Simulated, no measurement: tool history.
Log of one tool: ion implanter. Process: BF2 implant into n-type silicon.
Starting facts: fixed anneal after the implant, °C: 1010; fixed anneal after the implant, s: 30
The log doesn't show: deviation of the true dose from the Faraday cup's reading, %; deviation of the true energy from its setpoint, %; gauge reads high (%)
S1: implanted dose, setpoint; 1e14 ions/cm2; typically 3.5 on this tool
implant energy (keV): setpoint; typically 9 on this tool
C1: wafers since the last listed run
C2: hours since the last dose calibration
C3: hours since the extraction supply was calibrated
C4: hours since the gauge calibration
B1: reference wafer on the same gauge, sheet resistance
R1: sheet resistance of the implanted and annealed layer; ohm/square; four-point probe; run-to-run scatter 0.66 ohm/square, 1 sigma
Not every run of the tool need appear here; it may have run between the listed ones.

Run 1, day 0: usual settings; C1 0; C2 1286.2; C3 4140.2; C4 438.1; B1 316.15. Result: R1 379.95 ohm/square.
Run 2, day 0.425: usual settings; C1 159; C2 1296.4; C3 4150.4; C4 448.3; B1 316.16. Result: R1 378.46 ohm/square.
Run 3, day 0.683: usual settings; C1 96; C2 1302.6; C3 4156.6; C4 454.5; B1 316.01. Result: R1 379.71 ohm/square.
Run 4, day 0.938: usual settings; C1 95; C2 1308.7; C3 4162.7; C4 460.6; B1 315.69. Result: R1 378.76 ohm/square.
Run 5, day 1.192: usual settings; C1 95; C2 1314.8; C3 4168.8; C4 466.7; B1 315.97. Result: R1 378.2 ohm/square.
Run 6, day 2.75: usual settings; C1 584; C2 1352.2; C3 4206.2; C4 504.1; B1 316.17. Result: R1 376.7 ohm/square.
Run 7, day 3.071: usual settings; C1 120; C2 1359.9; C3 4213.9; C4 511.8; B1 316. Result: R1 378.8 ohm/square.
Run 8, day 3.704: usual settings; C1 237; C2 1375.1; C3 4229.1; C4 527; B1 316.05. Result: R1 378.98 ohm/square.
Run 9, day 4.308: usual settings; C1 226; C2 1389.6; C3 4243.6; C4 541.5; B1 316.11. Result: R1 378.71 ohm/square.
Run 10, day 4.775: usual settings; C1 175; C2 1400.8; C3 4254.8; C4 552.7; B1 315.92. Result: R1 378.57 ohm/square.
Run 11, day 5.292: usual settings but implant energy (keV) 8; C1 193; C2 1413.2; C3 4267.2; C4 565.1; B1 315.93. Result: R1 389.03 ohm/square.
At day 5.792: gauge calibrated.
Run 12, day 7.112: usual settings but implant energy (keV) 8; C1 683; C2 1456.9; C3 4310.9; C4 31.7; B1 316.06. Result: R1 390.27 ohm/square.
Run 13, day 7.725: usual settings but implant energy (keV) 8; C1 229; C2 1471.6; C3 4325.6; C4 46.4; B1 315.92. Result: R1 390.17 ohm/square.
Run 14, day 8.008: usual settings; C1 106; C2 1478.4; C3 4332.4; C4 53.2; B1 316.15. Result: R1 377.8 ohm/square.
Run 15, day 8.538: usual settings; C1 198; C2 1491.1; C3 4345.1; C4 65.9; B1 316.14. Result: R1 377.59 ohm/square.
At day 9.167: Faraday cup replaced and dose calibrated.
Run 16, day 9.188: usual settings but S1 2.83 1e14 ions/cm2; C1 118; C2 0.5; C3 4360.7; C4 81.5; B1 315.94. Result: R1 449.65 ohm/square.
Run 17, day 9.371: usual settings; C1 68; C2 4.9; C3 4365.1; C4 85.9; B1 315.97. Result: R1 388.65 ohm/square.
Run 18, day 9.996: usual settings but S1 2.94 1e14 ions/cm2; C1 234; C2 19.9; C3 4380.1; C4 100.9; B1 316.07. Result: R1 437.43 ohm/square.
Run 19, day 10.321: usual settings but S1 2.49 1e14 ions/cm2, implant energy (keV) 7.5; C1 121; C2 27.7; C3 4387.9; C4 108.7; B1 316.06. Result: R1 513.75 ohm/square.
Run 20, day 10.938: usual settings; C1 231; C2 42.5; C3 4402.7; C4 123.5; B1 315.99. Result: R1 387.78 ohm/square.
Run 21, day 11.675: usual settings; C1 276; C2 60.2; C3 4420.4; C4 141.2; B1 315.72. Result: R1 386.99 ohm/square.
Run 22, day 11.942: usual settings but S1 2.93 1e14 ions/cm2; C1 100; C2 66.6; C3 4426.8; C4 147.6; B1 316.04. Result: R1 438.16 ohm/square.
Run 23, day 12.558: usual settings; C1 231; C2 81.4; C3 4441.6; C4 162.4; B1 315.96. Result: R1 387.08 ohm/square.
Run 24, day 12.862: usual settings but S1 4.43 1e14 ions/cm2, implant energy (keV) 11; C1 114; C2 88.7; C3 4448.9; C4 169.7; B1 316.07. Result: R1 315.68 ohm/square.
Run 25, day 13.129: usual settings but S1 2.72 1e14 ions/cm2, implant energy (keV) 10.5; C1 100; C2 95.1; C3 4455.3; C4 176.1; B1 315.94. Result: R1 449.11 ohm/square.
Run 26, day 13.654: usual settings but S1 2.95 1e14 ions/cm2, implant energy (keV) 10; C1 196; C2 107.7; C3 4467.9; C4 188.7; B1 316.22. Result: R1 426.73 ohm/square.
At day 14.204: extraction supply calibrated.
Run 27, day 15.512: usual settings; C1 572; C2 152.3; C3 31.4; C4 233.3; B1 315.91. Result: R1 385.89 ohm/square.
Run 28, day 16: usual settings but implant energy (keV) 6.5; C1 182; C2 164; C3 43.1; C4 245; B1 316.17. Result: R1 421.34 ohm/square.
Run 29, day 16.471: usual settings; C1 176; C2 175.3; C3 54.4; C4 256.3; B1 316.07. Result: R1 386.71 ohm/square.
Run 30, day 17.038: usual settings but implant energy (keV) 7.5; C1 212; C2 188.9; C3 68; C4 269.9; B1 315.81. Result: R1 405.17 ohm/square.
Run 31, day 17.788: usual settings but S1 2.75 1e14 ions/cm2, implant energy (keV) 12; C1 281; C2 206.9; C3 86; C4 287.9; B1 316.1. Result: R1 435.14 ohm/square.
Run 32, day 18.104: usual settings but S1 4.15 1e14 ions/cm2, implant energy (keV) 11.5; C1 118; C2 214.5; C3 93.6; C4 295.5; B1 315.92. Result: R1 325.52 ohm/square.
Run 33, day 18.404: usual settings but S1 3.9 1e14 ions/cm2, implant energy (keV) 10.5; C1 112; C2 221.7; C3 100.8; C4 302.7; B1 315.91. Result: R1 346.31 ohm/square.
Run 34, day 18.721: usual settings but S1 3.97 1e14 ions/cm2, implant energy (keV) 8; C1 118; C2 229.3; C3 108.4; C4 310.3; B1 316.12. Result: R1 368.51 ohm/square.

For some of the steps in R1 from one run to the next: how much would appear even if the tool had no hidden state, given the settings, what came in and random variation, and how much remains for the hidden state plus any gauge scatter that the measured result and the result without hidden state don't share?
Run 15 -> 16: S1 3.5 -> 2.83, Faraday cup replaced and dose calibrated. R1 +72.06 ohm/square: hidden state +10.65, all else +61.41.
Run 19 -> 20: S1 2.49 -> 3.5, implant energy (keV) 7.5 -> 9. R1 -125.97 ohm/square: hidden state +0.53, all else -126.5.
Run 24 -> 25: S1 4.43 -> 2.72, implant energy (keV) 11 -> 10.5. R1 +133.43 ohm/square: hidden state -1.05, all else +134.48.
Run 31 -> 32: S1 2.75 -> 4.15, implant energy (keV) 12 -> 11.5. R1 -109.62 ohm/square: hidden state +1.28, all else -110.9.
